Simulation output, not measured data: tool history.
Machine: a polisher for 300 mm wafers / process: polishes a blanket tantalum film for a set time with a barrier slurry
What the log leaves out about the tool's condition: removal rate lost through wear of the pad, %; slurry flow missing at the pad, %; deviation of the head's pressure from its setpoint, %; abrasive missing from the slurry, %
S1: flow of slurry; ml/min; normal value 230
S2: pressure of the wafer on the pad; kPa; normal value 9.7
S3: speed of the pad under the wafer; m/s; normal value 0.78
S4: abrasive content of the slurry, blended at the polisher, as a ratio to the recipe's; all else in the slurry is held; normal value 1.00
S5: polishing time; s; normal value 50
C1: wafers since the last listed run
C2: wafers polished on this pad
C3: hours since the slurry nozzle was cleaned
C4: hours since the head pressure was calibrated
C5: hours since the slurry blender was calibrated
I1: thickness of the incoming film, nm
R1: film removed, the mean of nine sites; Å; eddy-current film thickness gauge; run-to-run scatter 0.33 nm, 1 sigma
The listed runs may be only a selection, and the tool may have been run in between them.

run,day,S1,S2,S3,S4,S5,C1,C2,C3,C4,C5,I1,R1
1,0.000,230,9.7,0.60,1.00,50,0,5644,177.3,196.8,198.7,286.7,413
# day 0.812: worn pad replaced by a new one
2,2.662,230,9.7,0.60,1.00,50,752,557,241.2,260.7,262.6,287.1,441
3,3.675,230,9.7,0.60,1.00,50,305,862,265.5,285.0,286.9,291.5,438
4,6.212,270,9.7,0.84,1.00,50,764,1627,326.4,345.9,347.8,290.3,536
5,7.646,230,9.7,0.78,1.00,50,431,2059,360.8,380.3,382.2,289.7,502
6,9.492,230,9.7,0.78,1.00,50,556,2615,405.1,424.6,426.5,288.0,491
# day 9.625: head pressure recalibrated
# day 10.250: slurry blender recalibrated
7,10.817,230,9.7,0.78,1.00,50,349,2964,436.9,28.6,13.6,290.7,495
# day 12.617: slurry nozzle cleaned
8,12.812,230,9.7,0.78,1.00,39,588,3553,4.7,76.5,61.5,287.5,404
9,15.762,230,9.7,0.78,1.00,39,889,4442,75.5,147.3,132.3,289.6,395
10,17.842,205,11.0,0.78,1.00,50,626,5069,125.4,197.2,182.2,290.8,530
# day 19.688: worn pad replaced by a new one
11,20.592,230,9.7,0.78,1.00,50,778,272,191.4,263.2,248.2,289.8,526
12,21.975,230,9.7,0.78,1.00,50,416,689,224.6,296.4,281.4,291.7,526
13,23.783,230,6.9,0.78,1.20,44,544,1234,268.0,339.8,324.8,292.0,392
14,25.217,290,9.7,0.78,0.90,45,431,1666,302.4,374.2,359.2,287.7,463
# day 26.204: slurry blender recalibrated
15,28.150,230,6.9,0.62,1.00,59,858,2525,372.8,444.6,46.7,291.1,424
16,29.438,230,9.7,0.78,0.85,50,388,2913,403.7,475.5,77.6,294.1,475
# day 31.925: head pressure recalibrated
17,31.983,230,13.1,0.78,0.90,50,742,3655,464.8,1.4,138.7,290.6,582
# day 32.633: slurry nozzle cleaned
18,34.525,230,9.7,0.70,1.00,50,753,4408,45.4,62.4,199.7,290.6,475
19,35.792,230,9.7,0.78,1.00,50,381,4790,75.8,92.8,230.1,292.3,501
# day 36.567: worn pad replaced by a new one
20,38.454,230,9.7,0.50,1.00,45,752,568,139.7,156.7,294.0,290.6,371
21,39.846,165,9.7,0.70,1.10,45,419,987,173.1,190.1,327.4,289.4,431
22,41.842,230,9.7,0.78,1.00,50,601,1589,221.0,238.0,375.3,287.7,521
23,44.512,270,7.6,0.86,1.00,50,804,2394,285.1,302.1,439.4,289.1,476
# day 45.496: slurry blender recalibrated
24,46.717,210,9.7,0.62,0.80,36,639,3033,338.0,355.0,29.3,289.4,291
25,47.725,230,9.7,0.78,1.10,50,303,3337,362.2,379.2,53.5,288.4,510
# day 48.050: slurry nozzle cleaned
26,50.446,265,11.0,0.78,1.15,50,807,4144,57.5,444.5,118.8,289.4,585
# day 52.779: head pressure recalibrated
# day 52.883: worn pad replaced by a new one
27,53.062,230,8.3,1.06,1.00,50,732,53,120.3,6.8,181.6,285.0,587
28,55.354,230,9.7,0.78,1.00,50,690,744,175.3,61.8,236.6,294.7,524
29,57.542,195,9.7,0.52,0.85,37,659,1403,227.8,114.3,289.1,286.7,284
30,62.975,230,9.7,0.66,0.85,50,1637,3040,358.2,244.7,419.5,289.4,431

Consider 4 possible next runs. They are alternatives, not a sequence: every one starts from the tool as it was left by run 30. What does each give?
A,62.992,230,9.7,0.78,1.25,50,5,3045,358.6,245.1,419.9,287.3,?
B,62.992,265,8.3,0.90,1.25,50,5,3045,358.6,245.1,419.9,287.3,?
C,62.992,255,9.7,0.86,1.00,50,5,3045,358.6,245.1,419.9,287.3,?
D,62.992,230,11.0,0.78,0.85,50,5,3045,358.6,245.1,419.9,287.3,?

run,R1
A,540
B,546
C,546
D,523
With no hidden state in the tool, these same runs would have given:
run,R1
A,574
B,578
C,578
D,556
